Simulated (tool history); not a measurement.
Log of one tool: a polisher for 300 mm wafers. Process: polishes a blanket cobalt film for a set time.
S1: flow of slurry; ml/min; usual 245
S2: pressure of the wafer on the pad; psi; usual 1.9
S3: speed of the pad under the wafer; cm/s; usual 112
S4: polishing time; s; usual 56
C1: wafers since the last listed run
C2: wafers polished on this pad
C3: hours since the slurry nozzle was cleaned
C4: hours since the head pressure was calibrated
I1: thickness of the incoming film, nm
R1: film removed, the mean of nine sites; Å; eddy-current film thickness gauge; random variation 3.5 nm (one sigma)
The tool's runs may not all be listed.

run	hour	S1	S2	S3	S4	C1	C2	C3	C4	I1	R1
1	0.0	245	1.9	112	56	0	147	481.5	1165.2	991.7	3227
2	33.2	245	1.9	112	56	408	556	514.7	1198.4	995.6	3123
3	50.0	245	1.9	112	56	206	763	531.5	1215.2	1009.0	3180
# hour 74.7: worn pad replaced by a new one
4	81.1	245	1.9	112	56	333	78	562.6	1246.3	1000.0	3329
5	104.3	245	1.9	112	56	285	364	585.8	1269.5	989.2	3147
6	117.5	245	1.9	112	45	162	526	599.0	1282.7	1003.1	2508
7	130.2	245	1.9	112	45	156	682	611.7	1295.4	992.2	2487
# hour 162.8: worn pad replaced by a new one
8	165.0	245	1.9	112	45	379	27	646.5	1330.2	990.9	2596
9	183.5	275	1.9	112	56	227	255	665.0	1348.7	999.8	3244
10	211.4	275	1.9	112	56	343	598	692.9	1376.6	987.4	3126
# hour 225.9: head pressure recalibrated
11	228.5	270	1.9	132	43	185	784	710.0	2.6	989.6	2701
# hour 239.8: worn pad replaced by a new one
# hour 256.9: slurry nozzle cleaned
12	263.0	220	1.2	112	38	363	273	6.1	37.1	981.2	1647
13	296.2	245	1.9	112	56	408	682	39.3	70.3	993.9	3299
# hour 320.1: worn pad replaced by a new one
14	320.6	245	1.9	82	56	251	5	63.7	94.7	995.5	2735
15	337.6	275	1.6	90	65	209	214	80.7	111.7	982.3	2971
16	353.6	275	1.9	112	62	196	411	96.7	127.7	1000.5	3735
17	367.8	275	1.9	112	56	174	586	110.9	141.9	996.6	3330
18	381.9	175	2.2	112	47	173	760	125.0	156.0	1002.5	2954
# hour 413.5: worn pad replaced by a new one
19	415.3	245	1.9	112	56	361	21	158.4	189.4	981.9	3491
20	450.3	245	1.9	112	56	430	452	193.4	224.4	993.4	3352

4 ways to go on from here, each from the tool as it stands after run 20. What would each give?
A	450.7	245	1.9	112	56	4	457	193.8	224.8	986.8	?
B	450.7	320	1.4	148	43	4	457	193.8	224.8	986.8	?
C	450.7	325	1.5	112	36	4	457	193.8	224.8	986.8	?
D	450.7	245	1.5	78	56	4	457	193.8	224.8	986.8	?

run	R1
A	3327
B	2697
C	1857
D	2059
Without the tool's hidden state the same runs would have given:
run	R1
A	3563
B	2875
C	1980
D	2204

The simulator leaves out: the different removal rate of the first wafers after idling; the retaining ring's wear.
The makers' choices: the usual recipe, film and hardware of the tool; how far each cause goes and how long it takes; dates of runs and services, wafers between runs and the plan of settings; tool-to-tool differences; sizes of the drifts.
